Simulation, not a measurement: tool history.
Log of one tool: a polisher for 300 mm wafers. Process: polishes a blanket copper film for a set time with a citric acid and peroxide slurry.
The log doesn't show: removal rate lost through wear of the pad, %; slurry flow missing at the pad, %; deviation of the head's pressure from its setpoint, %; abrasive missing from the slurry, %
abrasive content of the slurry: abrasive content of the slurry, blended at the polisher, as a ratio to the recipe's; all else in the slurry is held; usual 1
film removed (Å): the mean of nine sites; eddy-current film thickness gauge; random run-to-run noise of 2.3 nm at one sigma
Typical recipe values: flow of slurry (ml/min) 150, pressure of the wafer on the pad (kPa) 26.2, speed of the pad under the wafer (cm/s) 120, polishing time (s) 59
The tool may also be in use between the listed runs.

run,hour,flow of slurry (ml/min),pressure of the wafer on the pad (kPa),speed of the pad under the wafer (cm/s),abrasive content of the slurry,polishing time (s),wafers since the last listed run,wafers polished on this pad,hours since the slurry nozzle was cleaned,hours since the head pressure was calibrated,hours since the slurry blender was calibrated,"incoming thickness of the incoming film, nm",film removed (Å)
1,0,150,26.2,144,1,59,0,294,40.3,1338.5,462.9,1129.3,1967
# hour 88.7: head pressure recalibrated
# hour 97.9: slurry blender recalibrated
2,226.9,150,26.2,120,1,59,1827,2122,267.2,138.2,129,1115,1631
3,323,150,26.2,120,1,59,787,2910,363.3,234.3,225.1,1131.4,1562
# hour 389.2: worn pad replaced by a new one
4,487.7,150,26.2,120,1,59,1317,807,528,399,389.8,1123.2,1541
# hour 549.1: slurry blender recalibrated
5,562.8,150,26.2,120,1,59,599,1407,603.1,474.1,13.7,1124,1558
6,618,150,26.2,120,1,59,452,1859,658.3,529.3,68.9,1119.1,1514
7,671.1,150,26.2,120,1,59,435,2294,711.4,582.4,122,1118.1,1537
8,760.6,150,26.2,120,1,59,733,3028,800.9,671.9,211.5,1114.1,1534
9,799,150,26.2,120,1,59,314,3343,839.3,710.3,249.9,1138.2,1572
# hour 849: slurry nozzle cleaned
10,881.8,150,26.2,120,1,59,670,4014,32.8,793.1,332.7,1110.5,1660
# hour 893.3: worn pad replaced by a new one
11,978.3,150,26.2,120,1,59,758,696,129.3,889.6,429.2,1122.9,1643
# hour 1105.1: slurry blender recalibrated
12,1132.8,150,26.2,120,1,59,1250,1946,283.8,1044.1,27.7,1123.1,1595
# hour 1273.2: head pressure recalibrated
13,1325.2,150,26.2,120,1,59,1561,3508,476.2,52,220.1,1135,1548
# hour 1405: worn pad replaced by a new one
14,1423.9,150,19.3,120,1,59,776,154,574.9,150.7,318.8,1106.6,1154
15,1460,150,19.3,120,1,59,295,450,611,186.8,354.9,1120.1,1132
16,1514.2,135,26.2,120,0.85,59,444,895,665.2,241,409.1,1102.1,1408
17,1569.8,150,26.2,120,1,59,455,1350,720.8,296.6,464.7,1118.2,1511
# hour 1572.4: slurry nozzle cleaned
# hour 1637.5: slurry blender recalibrated
18,1653.2,150,26.2,120,1,71,659,2010,80.8,380,15.7,1113,1935
19,1721.3,150,19.3,120,1,39,558,2568,148.9,448.1,83.8,1125.6,808
20,1776.4,165,32.4,96,0.75,59,451,3020,204,503.2,138.9,1123.1,1565
# hour 1838: worn pad replaced by a new one, of another model than before
21,1840.6,150,17.9,94,1.3,59,493,21,268.2,567.4,203.1,1120,1211
22,1929.6,150,17.2,160,1,59,729,751,357.2,656.4,292.1,1110.5,1373
23,2008.4,135,31,120,1,49,646,1397,436,735.2,370.9,1119.8,1187
24,2093,150,26.2,120,1,59,693,2090,520.6,819.8,455.5,1119,1339
# hour 2127.6: slurry blender recalibrated
25,2184.7,150,26.2,120,1,59,735,2826,612.3,911.5,57.1,1130.5,1336
26,2241.1,150,26.2,120,1.3,48,462,3288,668.7,967.9,113.5,1119.4,1160
27,2282.4,150,26.2,152,1,59,338,3627,710,1009.2,154.8,1122,1499
# hour 2313.7: worn pad replaced by a new one
# hour 2315.6: slurry nozzle cleaned
28,2357.7,150,26.2,120,1,59,576,352,42.1,1084.5,230.1,1135.8,1648
29,2394,130,21.4,120,1,59,297,650,78.4,1120.8,266.4,1130.3,1397
30,2455.5,150,26.2,120,1,75,504,1154,139.9,1182.3,327.9,1117,1978

Predict each of these 4 candidate next runs independently; none follows another, all start after run 30:
A,2455.9,150,26.2,120,1,59,3,1157,140.3,1182.7,328.3,1116.8,?
B,2455.9,105,26.2,120,1,59,3,1157,140.3,1182.7,328.3,1116.8,?
C,2455.9,115,22.8,102,1,59,3,1157,140.3,1182.7,328.3,1116.8,?
D,2455.9,150,20.7,160,0.85,59,3,1157,140.3,1182.7,328.3,1116.8,?

run,film removed (Å)
A,1540
B,1243
C,1161
D,1520
Without the tool's unlogged condition, the same runs would have read:
run,film removed (Å)
A,1681
B,1447
C,1323
D,1660
